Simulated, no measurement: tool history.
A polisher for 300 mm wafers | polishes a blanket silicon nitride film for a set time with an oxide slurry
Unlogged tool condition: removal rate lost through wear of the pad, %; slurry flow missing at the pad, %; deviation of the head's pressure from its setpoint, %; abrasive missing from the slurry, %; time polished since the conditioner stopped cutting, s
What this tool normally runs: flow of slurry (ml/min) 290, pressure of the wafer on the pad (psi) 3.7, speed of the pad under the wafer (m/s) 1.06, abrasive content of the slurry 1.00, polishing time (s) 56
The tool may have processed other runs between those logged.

run	day	flow of slurry (ml/min)	pressure of the wafer on the pad (psi)	speed of the pad under the wafer (m/s)	abrasive content of the slurry	polishing time (s)	wafers since the last listed run	wafers polished on this pad	hours since the slurry nozzle was cleaned	hours since the head pressure was calibrated	hours since the slurry blender was calibrated	hours since the conditioning disc was replaced	incoming thickness of the incoming film, nm	film removed (Å)
1	0.000	365	3.7	1.06	0.85	56	0	1512	306.3	729.9	184.8	422.8	440.1	254
2	1.117	290	3.7	1.06	1.00	56	290	1802	333.1	756.7	211.6	449.6	451.2	269
# day 2.583: worn pad replaced by a new one
3	2.604	290	3.7	1.06	1.00	56	343	5	368.8	792.4	247.3	485.3	446.6	266
# day 2.892: conditioning disc replaced and pad reconditioned
# day 2.988: slurry nozzle cleaned
4	3.458	290	3.7	1.06	1.00	56	189	194	11.3	812.9	267.8	13.6	455.2	305
# day 3.958: slurry blender recalibrated
# day 4.604: head pressure recalibrated
5	4.925	290	3.7	1.06	1.00	56	337	532	46.5	7.7	23.2	48.8	450.9	299
6	6.075	215	3.7	1.06	1.00	56	298	831	74.1	35.3	50.8	76.4	442.6	280
7	6.800	215	3.7	1.06	1.00	56	188	1020	91.5	52.7	68.2	93.8	448.2	278
8	7.650	290	3.7	1.06	1.00	56	220	1241	111.9	73.1	88.6	114.2	443.2	285
9	8.325	260	3.7	0.70	1.25	56	175	1416	128.1	89.3	104.8	130.4	455.1	243
10	10.388	290	3.7	1.20	1.00	56	536	1952	177.6	138.8	154.3	179.9	447.7	305
# day 10.912: worn pad replaced by a new one
11	11.721	360	3.7	1.06	1.00	56	303	210	209.6	170.8	186.3	211.9	456.5	282
12	12.583	290	3.7	1.06	0.80	56	224	434	230.3	191.5	207.0	232.6	454.2	250
13	13.779	290	3.7	1.20	1.00	56	310	745	259.0	220.2	235.7	261.3	458.1	291
# day 14.158: slurry blender recalibrated
14	14.604	290	3.7	1.06	1.00	56	192	938	278.8	240.0	10.7	281.1	456.2	278
15	15.588	290	3.7	1.06	1.25	56	255	1193	302.4	263.6	34.3	304.7	450.8	299
16	16.575	290	4.1	1.06	1.00	56	256	1450	326.1	287.3	58.0	328.4	446.2	283
17	17.092	290	3.7	1.06	1.00	56	134	1585	338.5	299.7	70.4	340.8	452.0	268
18	18.096	290	4.9	1.06	1.00	56	261	1846	362.6	323.8	94.5	364.9	456.2	319
# day 18.367: worn pad replaced by a new one
19	19.283	290	4.6	1.34	1.00	44	265	238	391.1	352.3	123.0	393.4	454.2	271
20	19.912	205	3.7	1.06	0.80	64	163	402	406.2	367.4	138.1	408.5	453.3	252
21	20.454	290	3.7	1.06	1.00	56	140	543	419.2	380.4	151.1	421.5	450.2	261
22	20.979	290	2.9	1.06	1.00	68	136	679	431.8	393.0	163.7	434.1	452.3	266
23	21.538	320	3.7	1.32	1.00	44	145	824	445.2	406.4	177.1	447.5	457.4	241
# day 22.454: conditioning disc replaced and pad reconditioned
24	22.650	290	3.7	1.06	1.00	56	267	1092	471.9	433.1	203.8	4.7	455.2	283
# day 22.875: slurry nozzle cleaned
25	23.258	215	3.1	1.06	1.25	43	147	1239	9.2	447.7	218.4	19.3	458.9	229
26	24.738	290	3.7	1.06	1.00	56	384	1624	44.7	483.2	253.9	54.8	447.2	300

Below are 4 alternative next runs, each starting from the tool's condition after run 26. Predict each:
A	24.754	255	3.7	1.06	1.00	56	4	1628	45.1	483.6	254.3	55.2	451.0	?
B	24.754	205	4.3	1.06	1.10	56	4	1628	45.1	483.6	254.3	55.2	451.0	?
C	24.754	290	3.7	1.06	0.90	56	4	1628	45.1	483.6	254.3	55.2	451.0	?
D	24.754	290	4.8	1.06	1.00	56	4	1628	45.1	483.6	254.3	55.2	451.0	?

run	film removed (Å)
A	294
B	327
C	283
D	353
With the hidden condition removed and each run's random variation left untouched, the same runs would have given:
run	film removed (Å)
A	308
B	346
C	297
D	373

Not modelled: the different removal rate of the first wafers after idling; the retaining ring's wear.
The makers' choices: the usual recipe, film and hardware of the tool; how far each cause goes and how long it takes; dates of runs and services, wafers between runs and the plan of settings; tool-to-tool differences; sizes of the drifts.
